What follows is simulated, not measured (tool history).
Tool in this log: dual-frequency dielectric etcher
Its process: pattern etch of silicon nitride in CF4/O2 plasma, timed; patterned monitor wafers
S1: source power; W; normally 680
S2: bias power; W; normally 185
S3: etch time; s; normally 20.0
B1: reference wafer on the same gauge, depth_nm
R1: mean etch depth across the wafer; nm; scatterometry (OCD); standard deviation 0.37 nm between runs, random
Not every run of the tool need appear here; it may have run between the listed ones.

run	hour	S1	S2	S3	B1	R1
1	0.0	680	185	20.0	52.9	56.4
2	49.7	680	185	20.0	52.8	56.7
3	120.9	680	185	20.0	53.0	55.6
4	150.7	680	185	20.0	53.0	55.5
5	221.1	680	185	20.0	53.0	55.0
6	268.2	680	185	20.0	52.8	54.5
7	308.0	680	185	20.0	52.9	55.2
# hour 350.2: wet clean of the chamber
8	400.9	680	185	20.0	52.9	57.3
# hour 414.2: gauge calibrated
9	437.7	680	185	20.0	52.9	56.9
10	467.7	790	158	20.0	52.9	63.2
11	529.8	680	206	20.0	53.0	58.5
12	576.1	750	185	20.0	52.9	61.7
# hour 623.6: bias power generator calibrated
# hour 648.4: upper electrode replaced, of another model than before
# hour 694.4: source power generator calibrated
13	694.9	780	198	20.0	52.8	70.0
# hour 728.8: wet clean of the chamber
14	733.1	680	185	20.0	52.8	57.0
15	881.4	680	185	20.0	52.9	56.5
16	933.3	740	227	20.0	53.0	72.3
17	989.0	680	211	23.5	52.9	70.4

What was the tool's hidden state at every run in the log?
source power that arrives over what is set, %: 0, the same for each run
bias power that arrives over what is set, %: 0, the same for each run
gauge reads high (%): 0, the same for each run
H1: etch rate over this chamber's usual, %
run	H1
1	-1.56
2	-2.1
3	-2.87
4	-3.19
5	-3.95
6	-4.46
7	-4.89
8	-0.401
9	-0.799
10	-1.12
11	-1.8
12	-2.3
13	-3.58
14	-0.151
15	-1.76
16	-2.32
17	-2.92
